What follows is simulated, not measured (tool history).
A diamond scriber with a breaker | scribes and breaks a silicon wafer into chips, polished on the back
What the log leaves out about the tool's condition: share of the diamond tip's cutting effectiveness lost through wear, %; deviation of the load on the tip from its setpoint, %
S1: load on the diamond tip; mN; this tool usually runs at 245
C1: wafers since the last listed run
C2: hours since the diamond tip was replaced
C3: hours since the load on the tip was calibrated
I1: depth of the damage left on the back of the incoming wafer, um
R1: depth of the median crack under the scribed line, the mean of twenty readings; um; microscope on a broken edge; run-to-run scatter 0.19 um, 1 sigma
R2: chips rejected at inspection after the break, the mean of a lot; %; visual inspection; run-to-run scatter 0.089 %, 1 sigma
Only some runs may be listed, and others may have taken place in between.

run   hour   S1   C1     C2      C3    I1     R1    R2
  1      0  245    0   79.8   798.7  0.02  15.52  2.31
  2   65.1  245  101  144.9   863.8  0.04  15.53   2.2
  3   87.2  245   34    167   885.9  0.03  15.59   2.3
  4  111.9  245   38  191.7   910.6  0.04  15.78  2.08
  5  137.1  245   39  216.9   935.8  0.02  15.18  2.18
  6  169.1  245   49  248.9   967.8  0.05   15.7  2.44
  7  188.5  245   30  268.3   987.2  0.04  15.69  2.27
  8  207.9  245   30  287.7  1006.6  0.03  15.45   2.4
  9  243.8  245   55  323.6  1042.5  0.02  15.47  2.23
 10  258.1  245   22  337.9  1056.8  0.03  15.82  2.31
 11  285.3  245   42  365.1    1084  0.04  15.57   2.4
 12  318.3  245   51  398.1    1117  0.05  15.31   2.1
     325.7  -- diamond tip replaced by a new one
 13  348.7  245   44     23  1147.4  0.02  15.65  2.14
 14  417.3  245  106   91.6    1216  0.04  15.79  2.45
 15  430.4  245   20  104.7  1229.1  0.02  15.63   2.4
 16  460.9  189   47  135.2  1259.6  0.02  13.92   2.2

Predict the results of run 17:
 17  490.2  245  45  164.5  1288.9  0.05   ?   ?

R1: 15.87 um
R2: 2.47 %
Minus the tool's unlogged condition, the same run would have read R1 14.93 um, R2 1.89 %.
